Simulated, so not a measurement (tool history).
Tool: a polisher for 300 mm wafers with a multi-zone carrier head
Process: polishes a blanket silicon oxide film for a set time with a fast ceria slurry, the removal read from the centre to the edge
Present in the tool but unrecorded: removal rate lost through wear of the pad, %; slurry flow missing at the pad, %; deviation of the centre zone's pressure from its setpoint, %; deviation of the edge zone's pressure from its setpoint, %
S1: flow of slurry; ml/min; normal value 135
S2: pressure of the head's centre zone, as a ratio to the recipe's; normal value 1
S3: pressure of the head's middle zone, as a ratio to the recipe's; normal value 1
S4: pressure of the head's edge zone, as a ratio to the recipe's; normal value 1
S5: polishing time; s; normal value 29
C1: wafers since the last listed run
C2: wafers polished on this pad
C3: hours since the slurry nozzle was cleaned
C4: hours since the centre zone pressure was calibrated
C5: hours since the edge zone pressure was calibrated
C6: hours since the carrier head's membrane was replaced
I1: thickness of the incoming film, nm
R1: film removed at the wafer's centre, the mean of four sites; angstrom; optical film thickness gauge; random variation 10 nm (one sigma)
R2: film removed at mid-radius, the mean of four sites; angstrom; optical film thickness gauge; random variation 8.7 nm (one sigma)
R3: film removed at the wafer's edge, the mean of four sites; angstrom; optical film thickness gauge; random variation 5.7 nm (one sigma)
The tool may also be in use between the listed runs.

run 1 hour=0 | S1=135 S2=1 S3=1 S4=0.95 S5=29 | C1=0 C2=569 C3=350.9 C4=1478.6 C5=1237.3 C6=1111.4 | I1=1758.1 | R1=6767 R2=6891 R3=6818
run 2 hour=17.1 | S1=135 S2=1 S3=0.93 S4=1 S5=29 | C1=257 C2=826 C3=368 C4=1495.7 C5=1254.4 C6=1128.5 | I1=1747.9 | R1=6936 R2=6468 R3=6969
run 3 hour=41.7 | S1=135 S2=1 S3=0.91 S4=1 S5=29 | C1=369 C2=1196 C3=392.6 C4=1520.3 C5=1279 C6=1153.1 | I1=1777.4 | R1=6754 R2=6427 R3=6857
-- hour=48 worn pad replaced by a new one
run 4 hour=66.4 | S1=135 S2=1 S3=1 S4=1 S5=29 | C1=311 C2=276 C3=417.3 C4=1545 C5=1303.7 C6=1177.8 | I1=1781.8 | R1=6803 R2=6715 R3=6974
run 5 hour=85.5 | S1=135 S2=1 S3=1 S4=1 S5=29 | C1=287 C2=564 C3=436.4 C4=1564.1 C5=1322.8 C6=1196.9 | I1=1763.1 | R1=6601 R2=6793 R3=6900
run 6 hour=113.5 | S1=135 S2=1 S3=1.06 S4=1.04 S5=29 | C1=421 C2=985 C3=464.4 C4=1592.1 C5=1350.8 C6=1224.9 | I1=1737.1 | R1=6593 R2=7289 R3=6961
-- hour=137.9 worn pad replaced by a new one
run 7 hour=146.9 | S1=135 S2=1 S3=1.06 S4=1.04 S5=29 | C1=442 C2=134 C3=497.8 C4=1625.5 C5=1384.2 C6=1258.3 | I1=1775.2 | R1=6490 R2=6904 R3=6839
run 8 hour=177.9 | S1=135 S2=1 S3=1 S4=1 S5=29 | C1=466 C2=600 C3=528.8 C4=1656.5 C5=1415.2 C6=1289.3 | I1=1756.5 | R1=6404 R2=6506 R3=6580
-- hour=179.9 slurry nozzle cleaned
run 9 hour=202.4 | S1=135 S2=1 S3=1 S4=1 S5=24 | C1=353 C2=954 C3=22.5 C4=1681 C5=1439.7 C6=1313.8 | I1=1762.7 | R1=5869 R2=5919 R3=5859
-- hour=206.2 centre zone pressure recalibrated
-- hour=222.5 edge zone pressure recalibrated
run 10 hour=223 | S1=135 S2=1.04 S3=1 S4=1 S5=29 | C1=249 C2=1203 C3=43.1 C4=16.8 C5=0.5 C6=1334.4 | I1=1759.6 | R1=7197 R2=7067 R3=7015

What does the tool deliver on the next run?
-- hour=232.1 worn pad replaced by a new one
run 11 hour=241.6 | S1=135 S2=1 S3=1 S4=1 S5=29 | C1=219 C2=142 C3=61.7 C4=35.4 C5=19.1 C6=1353 | I1=1783.5 | R1=? R2=? R3=?

R1: 7164 angstrom
R2: 7111 angstrom
R3: 7128 angstrom
Had the tool carried no hidden state, the very same run would have given R1 7205 angstrom, R2 7146 angstrom, R3 7153 angstrom.

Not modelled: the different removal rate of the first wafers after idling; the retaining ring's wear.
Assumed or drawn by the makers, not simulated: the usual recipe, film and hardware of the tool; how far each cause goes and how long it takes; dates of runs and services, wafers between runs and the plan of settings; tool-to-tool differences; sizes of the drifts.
